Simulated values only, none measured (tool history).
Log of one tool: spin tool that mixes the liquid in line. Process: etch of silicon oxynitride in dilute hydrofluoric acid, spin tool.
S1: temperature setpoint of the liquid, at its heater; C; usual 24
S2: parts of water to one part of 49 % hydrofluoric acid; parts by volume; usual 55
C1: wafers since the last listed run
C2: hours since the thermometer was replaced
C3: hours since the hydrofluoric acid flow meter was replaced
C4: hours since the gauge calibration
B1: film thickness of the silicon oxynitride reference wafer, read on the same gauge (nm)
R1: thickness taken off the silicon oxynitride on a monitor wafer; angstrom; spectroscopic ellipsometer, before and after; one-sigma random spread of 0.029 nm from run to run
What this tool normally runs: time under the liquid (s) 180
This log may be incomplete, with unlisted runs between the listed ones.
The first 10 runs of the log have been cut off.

{"run": 11, "day": 9.921, "S1": 24, "S2": 55, "time under the liquid (s)": 230, "C1": 132, "C2": 2747.5, "C3": 1300.4, "C4": 316.7, "B1": 60.007, "R1": 55.01}
{"run": 12, "day": 11.129, "S1": 24, "S2": 55, "time under the liquid (s)": 230, "C1": 160, "C2": 2776.5, "C3": 1329.4, "C4": 345.7, "B1": 59.99, "R1": 54.52}
{"day": 12.375, "done": "hydrofluoric acid flow meter replaced"}
{"run": 13, "day": 12.517, "S1": 24, "S2": 55, "time under the liquid (s)": 180, "C1": 178, "C2": 2809.8, "C3": 3.4, "C4": 379, "B1": 60.018, "R1": 43.08}
{"run": 14, "day": 13.196, "S1": 24, "S2": 55, "time under the liquid (s)": 180, "C1": 90, "C2": 2826.1, "C3": 19.7, "C4": 395.3, "B1": 59.998, "R1": 43.01}
{"run": 15, "day": 13.925, "S1": 24, "S2": 55, "time under the liquid (s)": 180, "C1": 96, "C2": 2843.6, "C3": 37.2, "C4": 412.8, "B1": 60.014, "R1": 43.06}
{"run": 16, "day": 14.508, "S1": 24, "S2": 55, "time under the liquid (s)": 180, "C1": 77, "C2": 2857.6, "C3": 51.2, "C4": 426.8, "B1": 60.012, "R1": 42.73}
{"run": 17, "day": 15.492, "S1": 29, "S2": 35, "time under the liquid (s)": 90, "C1": 130, "C2": 2881.2, "C3": 74.8, "C4": 450.4, "B1": 60.023, "R1": 43.36}
{"run": 18, "day": 16.433, "S1": 24, "S2": 55, "time under the liquid (s)": 150, "C1": 125, "C2": 2903.8, "C3": 97.4, "C4": 473, "B1": 60.001, "R1": 35.4}
{"run": 19, "day": 17.8, "S1": 24, "S2": 75, "time under the liquid (s)": 180, "C1": 181, "C2": 2936.6, "C3": 130.2, "C4": 505.8, "B1": 60.008, "R1": 30.88}
{"run": 20, "day": 18.992, "S1": 21, "S2": 35, "time under the liquid (s)": 70, "C1": 158, "C2": 2965.2, "C3": 158.8, "C4": 534.4, "B1": 60.016, "R1": 22.49}
{"run": 21, "day": 19.683, "S1": 24, "S2": 55, "time under the liquid (s)": 180, "C1": 91, "C2": 2981.8, "C3": 175.4, "C4": 551, "B1": 60.021, "R1": 42.29}
{"run": 22, "day": 20.762, "S1": 27, "S2": 55, "time under the liquid (s)": 180, "C1": 143, "C2": 3007.7, "C3": 201.3, "C4": 576.9, "B1": 60.018, "R1": 49.41}
{"day": 21.333, "done": "gauge calibrated"}
{"run": 23, "day": 21.796, "S1": 26, "S2": 70, "time under the liquid (s)": 285, "C1": 137, "C2": 3032.5, "C3": 226.1, "C4": 11.1, "B1": 60.003, "R1": 57.59}
{"run": 24, "day": 22.629, "S1": 24, "S2": 55, "time under the liquid (s)": 255, "C1": 110, "C2": 3052.5, "C3": 246.1, "C4": 31.1, "B1": 60.017, "R1": 60.14}
{"run": 25, "day": 23.329, "S1": 24, "S2": 65, "time under the liquid (s)": 180, "C1": 92, "C2": 3069.3, "C3": 262.9, "C4": 47.9, "B1": 59.985, "R1": 35.47}
{"day": 24.288, "done": "thermometer replaced"}
{"run": 26, "day": 24.4, "S1": 26.5, "S2": 40, "time under the liquid (s)": 180, "C1": 136, "C2": 2.7, "C3": 288.6, "C4": 73.6, "B1": 60.045, "R1": 76.68}
{"run": 27, "day": 25.146, "S1": 24, "S2": 55, "time under the liquid (s)": 85, "C1": 99, "C2": 20.6, "C3": 306.5, "C4": 91.5, "B1": 59.967, "R1": 23.15}
{"run": 28, "day": 26.142, "S1": 20.5, "S2": 55, "time under the liquid (s)": 85, "C1": 132, "C2": 44.5, "C3": 330.4, "C4": 115.4, "B1": 59.975, "R1": 19.63}
{"run": 29, "day": 27.35, "S1": 24, "S2": 55, "time under the liquid (s)": 180, "C1": 160, "C2": 73.5, "C3": 359.4, "C4": 144.4, "B1": 60.012, "R1": 48.83}
{"run": 30, "day": 28.838, "S1": 24, "S2": 55, "time under the liquid (s)": 210, "C1": 197, "C2": 109.2, "C3": 395.1, "C4": 180.1, "B1": 59.968, "R1": 57}
{"run": 31, "day": 29.525, "S1": 24, "S2": 55, "time under the liquid (s)": 180, "C1": 91, "C2": 125.7, "C3": 411.6, "C4": 196.6, "B1": 60.049, "R1": 48.67}
{"run": 32, "day": 30.954, "S1": 24, "S2": 55, "time under the liquid (s)": 180, "C1": 189, "C2": 160, "C3": 445.9, "C4": 230.9, "B1": 60.022, "R1": 48.71}
{"run": 33, "day": 32.046, "S1": 26.5, "S2": 25, "time under the liquid (s)": 115, "C1": 144, "C2": 186.2, "C3": 472.1, "C4": 257.1, "B1": 59.987, "R1": 79.37}

4 ways to go on from here, each from the tool as it stands after run 33. What would each give?
{"run": "A", "day": 32.067, "S1": 24, "S2": 55, "time under the liquid (s)": 105, "C1": 2, "C2": 186.7, "C3": 472.6, "C4": 257.6, "B1": "?", "R1": "?"}
{"run": "B", "day": 32.067, "S1": 19, "S2": 55, "time under the liquid (s)": 75, "C1": 2, "C2": 186.7, "C3": 472.6, "C4": 257.6, "B1": "?", "R1": "?"}
{"run": "C", "day": 32.067, "S1": 24, "S2": 55, "time under the liquid (s)": 145, "C1": 2, "C2": 186.7, "C3": 472.6, "C4": 257.6, "B1": "?", "R1": "?"}
{"run": "D", "day": 32.067, "S1": 21, "S2": 55, "time under the liquid (s)": 115, "C1": 2, "C2": 186.7, "C3": 472.6, "C4": 257.6, "B1": "?", "R1": "?"}

run=A B1=60.005 R1=28.3
run=B B1=60.005 R1=15.77
run=C B1=60.005 R1=39.08
run=D B1=60.005 R1=26.73
Without the tool's unlogged condition, the same runs would have read:
run=A R1=28.55
run=B R1=15.91
run=C R1=39.42
run=D R1=26.98

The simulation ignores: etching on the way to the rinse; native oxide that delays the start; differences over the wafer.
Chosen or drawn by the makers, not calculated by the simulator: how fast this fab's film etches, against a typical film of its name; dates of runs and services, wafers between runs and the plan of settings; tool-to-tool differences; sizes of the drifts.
